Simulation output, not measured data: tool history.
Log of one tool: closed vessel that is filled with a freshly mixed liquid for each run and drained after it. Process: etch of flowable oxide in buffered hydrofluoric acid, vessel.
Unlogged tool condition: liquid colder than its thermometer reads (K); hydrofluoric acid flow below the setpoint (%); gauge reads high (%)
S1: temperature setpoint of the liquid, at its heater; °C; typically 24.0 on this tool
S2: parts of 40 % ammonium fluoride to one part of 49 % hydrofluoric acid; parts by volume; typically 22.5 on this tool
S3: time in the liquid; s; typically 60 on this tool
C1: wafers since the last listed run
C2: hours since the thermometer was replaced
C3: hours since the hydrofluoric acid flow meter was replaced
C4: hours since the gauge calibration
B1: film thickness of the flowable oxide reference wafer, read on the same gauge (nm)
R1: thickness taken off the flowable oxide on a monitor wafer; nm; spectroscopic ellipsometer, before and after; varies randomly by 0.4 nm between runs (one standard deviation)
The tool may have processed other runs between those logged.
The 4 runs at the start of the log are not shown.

run,day,S1,S2,S3,C1,C2,C3,C4,B1,R1
5,10.408,20.5,22.5,60,6932,1174.1,431.0,1348.5,119.99,50.97
6,12.092,20.5,22.5,60,4837,1214.5,471.4,1388.9,119.98,50.88
7,16.225,20.5,22.5,60,11878,1313.7,570.6,1488.1,120.00,50.25
# day 19.600: hydrofluoric acid flow meter replaced
8,19.796,24.0,22.5,60,10141,1399.4,4.7,1573.8,120.02,62.23
9,23.433,24.0,22.5,60,10453,1486.7,92.0,1661.1,120.01,60.93
10,26.912,24.0,22.5,60,9998,1570.2,175.5,1744.6,119.97,62.59
11,30.146,26.5,22.5,60,9291,1647.8,253.1,1822.2,120.01,70.67
12,32.838,26.5,22.5,60,7735,1712.4,317.7,1886.8,119.99,71.39
13,36.558,24.0,22.5,60,10692,1801.7,407.0,1976.1,120.01,62.18
14,39.258,24.0,22.5,60,7759,1866.5,471.8,2040.9,120.01,61.72
15,43.692,28.0,29.0,45,12740,1972.9,578.2,2147.3,120.01,48.44
# day 45.171: hydrofluoric acid flow meter replaced
16,47.392,24.0,18.0,60,10513,2061.7,53.3,2236.1,119.99,75.05
17,49.738,28.5,28.0,60,6741,2118.0,109.6,2292.4,120.00,68.06
18,51.842,24.0,29.5,60,6046,2168.5,160.1,2342.9,120.00,51.57
19,53.717,24.0,14.0,60,5388,2213.5,205.1,2387.9,120.00,96.14
# day 55.688: gauge calibrated
# day 56.975: thermometer replaced
20,57.446,24.0,22.5,35,10597,11.3,294.6,42.2,120.00,35.86
21,59.121,24.0,22.5,60,4813,51.5,334.8,82.4,120.02,62.21

Predict the results of run 22:
22,66.162,24.0,30.0,85,20236,220.5,503.8,251.4,?,?

{"run 22": {"B1": 120.01, "R1": 71.6}}
On a tool with no hidden condition, and with the same random variation, this run would have come out at R1 71.60 nm.
